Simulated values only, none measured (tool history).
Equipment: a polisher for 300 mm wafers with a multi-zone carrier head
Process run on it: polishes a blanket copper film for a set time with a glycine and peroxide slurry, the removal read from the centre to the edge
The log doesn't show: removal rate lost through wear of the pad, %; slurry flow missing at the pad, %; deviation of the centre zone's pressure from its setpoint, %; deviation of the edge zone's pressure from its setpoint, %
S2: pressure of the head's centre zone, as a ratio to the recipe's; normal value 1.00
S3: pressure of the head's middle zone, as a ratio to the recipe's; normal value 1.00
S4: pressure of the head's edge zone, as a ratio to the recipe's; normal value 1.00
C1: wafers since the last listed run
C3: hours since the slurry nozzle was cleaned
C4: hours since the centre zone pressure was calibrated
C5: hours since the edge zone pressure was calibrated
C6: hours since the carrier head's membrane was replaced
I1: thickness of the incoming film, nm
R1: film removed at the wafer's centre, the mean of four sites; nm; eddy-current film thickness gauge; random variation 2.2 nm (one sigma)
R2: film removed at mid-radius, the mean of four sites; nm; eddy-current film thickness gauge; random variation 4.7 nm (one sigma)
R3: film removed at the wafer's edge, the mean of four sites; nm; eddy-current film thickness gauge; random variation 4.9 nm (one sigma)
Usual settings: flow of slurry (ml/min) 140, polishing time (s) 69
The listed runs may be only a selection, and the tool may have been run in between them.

{"run": 1, "hour": 0.0, "flow of slurry (ml/min)": 105, "S2": 1.0, "S3": 1.0, "S4": 1.0, "polishing time (s)": 56, "C1": 0, "wafers polished on this pad": 272, "C3": 373.2, "C4": 474.6, "C5": 104.7, "C6": 241.4, "I1": 2374.9, "R1": 242.2, "R2": 239.4, "R3": 251.0}
{"run": 2, "hour": 83.2, "flow of slurry (ml/min)": 105, "S2": 1.0, "S3": 1.0, "S4": 1.0, "polishing time (s)": 56, "C1": 508, "wafers polished on this pad": 781, "C3": 456.4, "C4": 557.8, "C5": 187.9, "C6": 324.6, "I1": 2339.7, "R1": 234.8, "R2": 230.6, "R3": 241.5}
{"run": 3, "hour": 151.1, "flow of slurry (ml/min)": 105, "S2": 1.0, "S3": 1.0, "S4": 1.0, "polishing time (s)": 56, "C1": 415, "wafers polished on this pad": 1196, "C3": 524.3, "C4": 625.7, "C5": 255.8, "C6": 392.5, "I1": 2367.0, "R1": 222.3, "R2": 219.8, "R3": 236.9}
{"hour": 180.7, "done": "slurry nozzle cleaned"}
{"run": 4, "hour": 200.2, "flow of slurry (ml/min)": 140, "S2": 1.0, "S3": 1.0, "S4": 1.0, "polishing time (s)": 69, "C1": 294, "wafers polished on this pad": 1491, "C3": 19.5, "C4": 674.8, "C5": 304.9, "C6": 441.6, "I1": 2328.0, "R1": 320.2, "R2": 307.5, "R3": 320.1}
{"hour": 229.0, "done": "worn pad replaced by a new one"}
{"hour": 388.7, "done": "centre zone pressure recalibrated"}
{"run": 5, "hour": 459.8, "flow of slurry (ml/min)": 140, "S2": 1.0, "S3": 1.0, "S4": 1.0, "polishing time (s)": 69, "C1": 1551, "wafers polished on this pad": 1399, "C3": 279.1, "C4": 71.1, "C5": 564.5, "C6": 701.2, "I1": 2360.8, "R1": 319.3, "R2": 311.5, "R3": 319.5}
{"hour": 474.7, "done": "edge zone pressure recalibrated"}
{"run": 6, "hour": 554.9, "flow of slurry (ml/min)": 140, "S2": 1.0, "S3": 1.0, "S4": 1.0, "polishing time (s)": 69, "C1": 569, "wafers polished on this pad": 1969, "C3": 374.2, "C4": 166.2, "C5": 80.2, "C6": 796.3, "I1": 2385.3, "R1": 298.5, "R2": 290.8, "R3": 297.5}
{"hour": 568.9, "done": "worn pad replaced by a new one"}
{"run": 7, "hour": 642.0, "flow of slurry (ml/min)": 140, "S2": 1.0, "S3": 1.0, "S4": 1.0, "polishing time (s)": 69, "C1": 508, "wafers polished on this pad": 447, "C3": 461.3, "C4": 253.3, "C5": 167.3, "C6": 883.4, "I1": 2368.7, "R1": 321.2, "R2": 313.2, "R3": 321.1}
{"hour": 690.0, "done": "slurry nozzle cleaned"}
{"run": 8, "hour": 737.5, "flow of slurry (ml/min)": 140, "S2": 1.0, "S3": 1.0, "S4": 1.0, "polishing time (s)": 69, "C1": 578, "wafers polished on this pad": 1025, "C3": 47.5, "C4": 348.8, "C5": 262.8, "C6": 978.9, "I1": 2357.0, "R1": 332.5, "R2": 320.3, "R3": 330.0}
{"run": 9, "hour": 796.0, "flow of slurry (ml/min)": 140, "S2": 0.94, "S3": 1.0, "S4": 1.0, "polishing time (s)": 69, "C1": 357, "wafers polished on this pad": 1383, "C3": 106.0, "C4": 407.3, "C5": 321.3, "C6": 1037.4, "I1": 2409.8, "R1": 308.3, "R2": 310.7, "R3": 317.2}
{"run": 10, "hour": 882.8, "flow of slurry (ml/min)": 140, "S2": 1.0, "S3": 1.0, "S4": 1.0, "polishing time (s)": 69, "C1": 531, "wafers polished on this pad": 1914, "C3": 192.8, "C4": 494.1, "C5": 408.1, "C6": 1124.2, "I1": 2372.0, "R1": 309.3, "R2": 302.4, "R3": 310.0}
{"hour": 903.9, "done": "worn pad replaced by a new one"}
{"run": 11, "hour": 983.4, "flow of slurry (ml/min)": 140, "S2": 1.06, "S3": 0.9, "S4": 1.09, "polishing time (s)": 69, "C1": 590, "wafers polished on this pad": 486, "C3": 293.4, "C4": 594.7, "C5": 508.7, "C6": 1224.8, "I1": 2314.6, "R1": 343.7, "R2": 298.8, "R3": 335.2}
{"hour": 1001.6, "done": "edge zone pressure recalibrated"}
{"hour": 1058.4, "done": "carrier head's membrane replaced by a new one"}
{"hour": 1167.2, "done": "worn pad replaced by a new one"}
{"hour": 1193.1, "done": "centre zone pressure recalibrated"}
{"hour": 1247.7, "done": "slurry nozzle cleaned"}
{"run": 12, "hour": 1249.2, "flow of slurry (ml/min)": 105, "S2": 1.11, "S3": 1.0, "S4": 1.0, "polishing time (s)": 69, "C1": 1540, "wafers polished on this pad": 483, "C3": 1.5, "C4": 56.1, "C5": 247.6, "C6": 190.8, "I1": 2356.9, "R1": 336.1, "R2": 303.8, "R3": 316.4}
{"run": 13, "hour": 1306.3, "flow of slurry (ml/min)": 140, "S2": 1.0, "S3": 1.0, "S4": 1.08, "polishing time (s)": 69, "C1": 349, "wafers polished on this pad": 832, "C3": 58.6, "C4": 113.2, "C5": 304.7, "C6": 247.9, "I1": 2389.2, "R1": 333.5, "R2": 319.0, "R3": 335.2}
{"run": 14, "hour": 1342.6, "flow of slurry (ml/min)": 95, "S2": 1.0, "S3": 0.89, "S4": 1.12, "polishing time (s)": 69, "C1": 222, "wafers polished on this pad": 1054, "C3": 94.9, "C4": 149.5, "C5": 341.0, "C6": 284.2, "I1": 2323.9, "R1": 295.0, "R2": 265.4, "R3": 319.6}
{"run": 15, "hour": 1423.6, "flow of slurry (ml/min)": 140, "S2": 1.0, "S3": 1.0, "S4": 1.0, "polishing time (s)": 69, "C1": 495, "wafers polished on this pad": 1550, "C3": 175.9, "C4": 230.5, "C5": 422.0, "C6": 365.2, "I1": 2343.9, "R1": 315.1, "R2": 297.9, "R3": 316.0}
{"hour": 1464.7, "done": "worn pad replaced by a new one"}
{"run": 16, "hour": 1499.3, "flow of slurry (ml/min)": 110, "S2": 1.05, "S3": 1.1, "S4": 0.93, "polishing time (s)": 69, "C1": 438, "wafers polished on this pad": 211, "C3": 251.6, "C4": 306.2, "C5": 497.7, "C6": 440.9, "I1": 2342.0, "R1": 325.9, "R2": 332.6, "R3": 301.6}

Below are 4 alternative next runs, each starting from the tool's condition after run 16. Predict each:
{"run": "A", "hour": 1499.7, "flow of slurry (ml/min)": 140, "S2": 1.0, "S3": 1.04, "S4": 1.0, "polishing time (s)": 69, "C1": 2, "wafers polished on this pad": 214, "C3": 252.0, "C4": 306.6, "C5": 498.1, "C6": 441.3, "I1": 2372.3, "R1": "?", "R2": "?", "R3": "?"}
{"run": "B", "hour": 1499.7, "flow of slurry (ml/min)": 120, "S2": 1.0, "S3": 1.0, "S4": 0.9, "polishing time (s)": 69, "C1": 2, "wafers polished on this pad": 214, "C3": 252.0, "C4": 306.6, "C5": 498.1, "C6": 441.3, "I1": 2372.3, "R1": "?", "R2": "?", "R3": "?"}
{"run": "C", "hour": 1499.7, "flow of slurry (ml/min)": 140, "S2": 1.0, "S3": 0.9, "S4": 0.89, "polishing time (s)": 69, "C1": 2, "wafers polished on this pad": 214, "C3": 252.0, "C4": 306.6, "C5": 498.1, "C6": 441.3, "I1": 2372.3, "R1": "?", "R2": "?", "R3": "?"}
{"run": "D", "hour": 1499.7, "flow of slurry (ml/min)": 165, "S2": 0.94, "S3": 1.0, "S4": 1.0, "polishing time (s)": 69, "C1": 2, "wafers polished on this pad": 214, "C3": 252.0, "C4": 306.6, "C5": 498.1, "C6": 441.3, "I1": 2372.3, "R1": "?", "R2": "?", "R3": "?"}

run=A R1=334.0 R2=335.0 R3=330.8
run=B R1=320.8 R2=313.1 R3=307.4
run=C R1=333.6 R2=297.0 R3=313.8
run=D R1=329.9 R2=334.9 R3=338.7
With the hidden condition removed and each run's random variation left untouched, the same runs would have given:
run=A R1=343.0 R2=343.5 R3=337.7
run=B R1=330.4 R2=321.7 R3=314.2
run=C R1=342.7 R2=304.5 R3=320.4
run=D R1=338.1 R2=342.6 R3=345.3

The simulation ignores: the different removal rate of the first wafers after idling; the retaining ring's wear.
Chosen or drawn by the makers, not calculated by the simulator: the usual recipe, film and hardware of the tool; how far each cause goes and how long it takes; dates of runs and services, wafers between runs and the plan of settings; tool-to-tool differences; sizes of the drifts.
